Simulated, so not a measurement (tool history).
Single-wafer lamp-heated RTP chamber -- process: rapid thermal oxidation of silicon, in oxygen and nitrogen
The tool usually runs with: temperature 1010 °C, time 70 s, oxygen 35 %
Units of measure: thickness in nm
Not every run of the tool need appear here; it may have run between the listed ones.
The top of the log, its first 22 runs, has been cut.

run,hour,temperature,time,oxygen,wafers since the last listed run,wafers since the last pyrometer calibration,hours since the oxygen flow controller was replaced,hours since the gauge calibration,"read-back reference wafer on the same gauge, thickness",thickness
23,311.5,1010,70,35,169,353,88.5,65.9,4.732,5.096
24,319.1,1030,57,35,73,427,96.1,73.5,4.727,5.376
25,335.2,1010,54,35,155,583,112.2,89.6,4.728,4.62
26,348.3,1010,70,35,126,709,125.3,102.7,4.728,5.042
27,357.4,999,70,17,88,797,134.4,111.8,4.727,3.86
28,370.6,1010,43,35,127,925,147.6,125,4.733,4.169
29,379.8,995,70,52,89,1014,156.8,134.2,4.731,5.255
30,399.6,1010,70,35,191,1206,176.6,154,4.728,5.092

Below are 5 alternative next runs, each starting from the tool's condition after run 30. Predict each:
A,400.1,1010,70,24,4,1211,177.1,154.5,?,?
B,400.1,1001,96,48,4,1211,177.1,154.5,?,?
C,400.1,1027,70,35,4,1211,177.1,154.5,?,?
D,400.1,997,45,63,4,1211,177.1,154.5,?,?
E,400.1,991,82,35,4,1211,177.1,154.5,?,?

run,"read-back reference wafer on the same gauge, thickness",thickness
A,4.729,4.518
B,4.729,6.098
C,4.729,5.722
D,4.729,4.7
E,4.729,4.785
Take away the tool's hidden state, keep each run's random variation, and the runs would have read:
run,thickness
A,4.496
B,6.065
C,5.692
D,4.676
E,4.76

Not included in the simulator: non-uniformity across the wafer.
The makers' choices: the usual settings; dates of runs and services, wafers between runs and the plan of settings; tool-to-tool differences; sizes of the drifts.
